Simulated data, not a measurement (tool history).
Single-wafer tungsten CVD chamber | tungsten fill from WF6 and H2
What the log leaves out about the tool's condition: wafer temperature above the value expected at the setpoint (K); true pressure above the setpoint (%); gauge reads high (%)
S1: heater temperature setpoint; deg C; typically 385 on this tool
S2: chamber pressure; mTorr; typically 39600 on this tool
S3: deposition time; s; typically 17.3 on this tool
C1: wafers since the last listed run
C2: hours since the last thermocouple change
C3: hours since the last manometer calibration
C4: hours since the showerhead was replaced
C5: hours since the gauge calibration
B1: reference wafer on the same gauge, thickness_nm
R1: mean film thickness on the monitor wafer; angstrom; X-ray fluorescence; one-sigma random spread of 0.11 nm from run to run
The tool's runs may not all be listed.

Run 1, hour 0.0: usual settings; C1 0; C2 576.5; C3 1955.6; C4 5319.2; C5 355.4; B1 36.223. Result: R1 426.42 angstrom.
Run 2, hour 10.0: usual settings; C1 483; C2 586.5; C3 1965.6; C4 5329.2; C5 365.4; B1 36.171. Result: R1 427.82 angstrom.
Run 3, hour 20.7: usual settings; C1 517; C2 597.2; C3 1976.3; C4 5339.9; C5 376.1; B1 36.229. Result: R1 426.17 angstrom.
Run 4, hour 36.4: usual settings; C1 759; C2 612.9; C3 1992.0; C4 5355.6; C5 391.8; B1 36.203. Result: R1 426.24 angstrom.
Run 5, hour 48.3: usual settings; C1 575; C2 624.8; C3 2003.9; C4 5367.5; C5 403.7; B1 36.210. Result: R1 427.84 angstrom.
Run 6, hour 55.5: usual settings but S1 376 deg C, S2 33000 mTorr; C1 348; C2 632.0; C3 2011.1; C4 5374.7; C5 410.9; B1 36.255. Result: R1 319.28 angstrom.
Run 7, hour 71.7: usual settings but S1 376 deg C, S2 33000 mTorr; C1 783; C2 648.2; C3 2027.3; C4 5390.9; C5 427.1; B1 36.229. Result: R1 319.41 angstrom.
Run 8, hour 89.6: usual settings but S1 376 deg C, S2 33000 mTorr; C1 866; C2 666.1; C3 2045.2; C4 5408.8; C5 445.0; B1 36.203. Result: R1 318.20 angstrom.
Run 9, hour 98.4: usual settings but S1 394 deg C; C1 425; C2 674.9; C3 2054.0; C4 5417.6; C5 453.8; B1 36.198. Result: R1 510.28 angstrom.
Run 10, hour 112.3: usual settings but S1 394 deg C; C1 672; C2 688.8; C3 2067.9; C4 5431.5; C5 467.7; B1 36.212. Result: R1 511.17 angstrom.
Run 11, hour 125.1: usual settings but S1 394 deg C; C1 619; C2 701.6; C3 2080.7; C4 5444.3; C5 480.5; B1 36.229. Result: R1 510.97 angstrom.
At hour 128.7: gauge calibrated.
Run 12, hour 132.7: usual settings; C1 367; C2 709.2; C3 2088.3; C4 5451.9; C5 4.0; B1 36.235. Result: R1 427.31 angstrom.
At hour 144.4: capacitance manometer re-zeroed and calibrated.
Run 13, hour 149.1: usual settings; C1 406; C2 725.6; C3 4.7; C4 5468.3; C5 20.4; B1 36.196. Result: R1 453.27 angstrom.
Run 14, hour 165.6: usual settings; C1 798; C2 742.1; C3 21.2; C4 5484.8; C5 36.9; B1 36.161. Result: R1 450.52 angstrom.
Run 15, hour 179.8: usual settings but S2 48300 mTorr; C1 687; C2 756.3; C3 35.4; C4 5499.0; C5 51.1; B1 36.157. Result: R1 498.98 angstrom.
At hour 188.5: showerhead replaced.
Run 16, hour 189.0: usual settings but S1 374 deg C, S2 32100 mTorr; C1 58; C2 765.5; C3 44.6; C4 0.5; C5 60.3; B1 36.212. Result: R1 318.34 angstrom.
Run 17, hour 200.4: usual settings but S3 19.0 s; C1 551; C2 776.9; C3 56.0; C4 11.9; C5 71.7; B1 36.189. Result: R1 492.79 angstrom.
Run 18, hour 215.1: usual settings; C1 711; C2 791.6; C3 70.7; C4 26.6; C5 86.4; B1 36.181. Result: R1 449.14 angstrom.
Run 19, hour 230.6: usual settings but S2 45300 mTorr; C1 749; C2 807.1; C3 86.2; C4 42.1; C5 101.9; B1 36.207. Result: R1 482.85 angstrom.
Run 20, hour 245.5: usual settings but S1 399 deg C, S3 20.4 s; C1 720; C2 822.0; C3 101.1; C4 57.0; C5 116.8; B1 36.221. Result: R1 699.78 angstrom.
At hour 261.3: thermocouple changed; heater temperature recalibrated.
Run 21, hour 261.8: usual settings; C1 401; C2 0.5; C3 117.4; C4 73.3; C5 133.1; B1 36.151. Result: R1 447.98 angstrom.
Run 22, hour 291.4: usual settings but S3 18.9 s; C1 1432; C2 30.1; C3 147.0; C4 102.9; C5 162.7; B1 36.171. Result: R1 488.41 angstrom.
Run 23, hour 307.6: usual settings but S1 392 deg C, S2 32800 mTorr, S3 14.1 s; C1 783; C2 46.3; C3 163.2; C4 119.1; C5 178.9; B1 36.209. Result: R1 378.52 angstrom.
Run 24, hour 323.3: usual settings but S1 392 deg C, S3 20.7 s; C1 759; C2 62.0; C3 178.9; C4 134.8; C5 194.6; B1 36.213. Result: R1 617.18 angstrom.
Run 25, hour 340.8: usual settings; C1 846; C2 79.5; C3 196.4; C4 152.3; C5 212.1; B1 36.138. Result: R1 446.50 angstrom.
Run 26, hour 347.0: usual settings but S2 30100 mTorr, S3 18.5 s; C1 299; C2 85.7; C3 202.6; C4 158.5; C5 218.3; B1 36.194. Result: R1 409.48 angstrom.
Run 27, hour 357.3: usual settings; C1 498; C2 96.0; C3 212.9; C4 168.8; C5 228.6; B1 36.246. Result: R1 446.74 angstrom.
Run 28, hour 373.3: usual settings but S1 396 deg C, S2 32100 mTorr, S3 15.7 s; C1 774; C2 112.0; C3 228.9; C4 184.8; C5 244.6; B1 36.184. Result: R1 447.81 angstrom.
Run 29, hour 384.7: usual settings but S1 395 deg C, S3 15.0 s; C1 551; C2 123.4; C3 240.3; C4 196.2; C5 256.0; B1 36.220. Result: R1 470.47 angstrom.
Run 30, hour 413.4: usual settings but S1 394 deg C, S2 34900 mTorr, S3 20.2 s; C1 1388; C2 152.1; C3 269.0; C4 224.9; C5 284.7; B1 36.235. Result: R1 582.66 angstrom.
Run 31, hour 431.2: usual settings but S1 376 deg C; C1 861; C2 169.9; C3 286.8; C4 242.7; C5 302.5; B1 36.196. Result: R1 369.26 angstrom.
Run 32, hour 448.8: usual settings; C1 851; C2 187.5; C3 304.4; C4 260.3; C5 320.1; B1 36.208. Result: R1 443.08 angstrom.
Run 33, hour 466.3: usual settings but S3 15.8 s; C1 846; C2 205.0; C3 321.9; C4 277.8; C5 337.6; B1 36.172. Result: R1 405.18 angstrom.
Run 34, hour 477.6: usual settings but S1 370 deg C, S2 30800 mTorr, S3 15.3 s; C1 546; C2 216.3; C3 333.2; C4 289.1; C5 348.9; B1 36.212. Result: R1 248.35 angstrom.
Run 35, hour 488.7: usual settings; C1 537; C2 227.4; C3 344.3; C4 300.2; C5 360.0; B1 36.179. Result: R1 443.71 angstrom.

For each entry between runs, how does the tool's hidden state at the last listed run before it compare with that at the first listed run after it?
Run 11 -> run 12: gauge calibrated (hour 128.7)
  both runs share identical hidden conditions
  measured less the result without the state, R1: -27.13 -> -22.69 angstrom
Run 12 -> run 13: capacitance manometer re-zeroed and calibrated (hour 144.4)
  true pressure above the setpoint (%): -9.05 -> 0.969
  measured less the result without the state, R1: -22.69 -> +2.33 angstrom
Run 15 -> run 16: showerhead replaced (hour 188.5)
  true pressure above the setpoint (%): 0.58 -> 0.467
  measured less the result without the state, R1: +1.52 -> +0.81 angstrom
Run 20 -> run 21: thermocouple changed; heater temperature recalibrated (hour 261.3)
  true pressure above the setpoint (%): -0.192 -> -0.372
  measured less the result without the state, R1: -0.73 -> -0.89 angstrom

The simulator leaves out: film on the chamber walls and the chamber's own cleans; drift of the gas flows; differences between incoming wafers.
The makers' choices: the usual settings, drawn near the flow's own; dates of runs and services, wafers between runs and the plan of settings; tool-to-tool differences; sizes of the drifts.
